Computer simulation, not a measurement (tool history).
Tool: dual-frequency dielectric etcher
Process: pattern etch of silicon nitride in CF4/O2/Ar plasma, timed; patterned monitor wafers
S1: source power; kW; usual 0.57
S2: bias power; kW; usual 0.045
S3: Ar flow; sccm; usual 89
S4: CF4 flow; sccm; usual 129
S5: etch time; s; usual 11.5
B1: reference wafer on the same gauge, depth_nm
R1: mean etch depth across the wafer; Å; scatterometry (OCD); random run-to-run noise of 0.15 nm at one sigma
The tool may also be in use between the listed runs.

run	hour	S1	S2	S3	S4	S5	B1	R1
1	0	0.57	0.049	89	129	11.5	23.8	214
2	41.8	0.57	0.045	100	129	11.5	23.81	203.9
3	88	0.57	0.045	106	129	11.5	23.83	201.1
4	119.8	0.5	0.05	73	129	9	23.8	153.6
5	160.1	0.48	0.045	97	129	11.5	23.8	177.8
6	208.8	0.57	0.052	89	129	9.5	23.8	173.8
7	298.9	0.48	0.048	89	118	13.5	23.78	215.8
8	311.4	0.57	0.045	89	129	11.5	23.81	206.6
9	347.6	0.57	0.052	106	115	13	23.78	235.9
10	413.8	0.57	0.045	89	129	11.5	23.79	206.3
11	447.2	0.44	0.052	89	139	8.5	23.82	133.2
12	475.2	0.57	0.045	89	129	11.5	23.77	205.1
13	542	0.57	0.041	96	129	14.5	23.78	243.8
14	574.6	0.48	0.048	89	118	13.5	23.82	211.6
15	599.7	0.57	0.045	89	129	11.5	23.8	201.1
16	629	0.5	0.045	104	150	14.5	23.78	229.2
17	698.5	0.57	0.052	89	129	11.5	23.78	221.1
18	738	0.68	0.045	81	139	9	23.78	190.5
19	778.9	0.57	0.045	89	129	11.5	23.82	207
20	825.9	0.57	0.045	89	129	10.5	23.81	189.4

Missing from the log above: 7 entries noted between runs. For each, name the pair of listed runs it sits between and say how the tool's hidden condition differs from the listed run just before to the listed run just after:
From run 3 to run 4: CF4 flow controller replaced (hour 113.2)
  etch rate over this chamber's usual, %: -2.72 -> -3.18
  measured minus no-state result, R1: -5.6 -> -5 Å
From run 5 to run 6: bias power generator calibrated (hour 171.1)
  etch rate over this chamber's usual, %: -3.76 -> -4.46
  measured minus no-state result, R1: -7 -> -8.1 Å
From run 6 to run 7: source power generator calibrated (hour 276.8); wet clean of the chamber (hour 298.4)
  etch rate over this chamber's usual, %: -4.46 -> -1.2
  measured minus no-state result, R1: -8.1 -> -2.6 Å
From run 9 to run 10: gauge calibrated (hour 392); upper electrode replaced (hour 396.8)
  etch rate over this chamber's usual, %: -1.9 -> -2.86
  measured minus no-state result, R1: -4.6 -> -6 Å
From run 16 to run 17: wet clean of the chamber (hour 666.9)
  etch rate over this chamber's usual, %: -5.97 -> 0.15
  measured minus no-state result, R1: -14.6 -> +0.3 Å
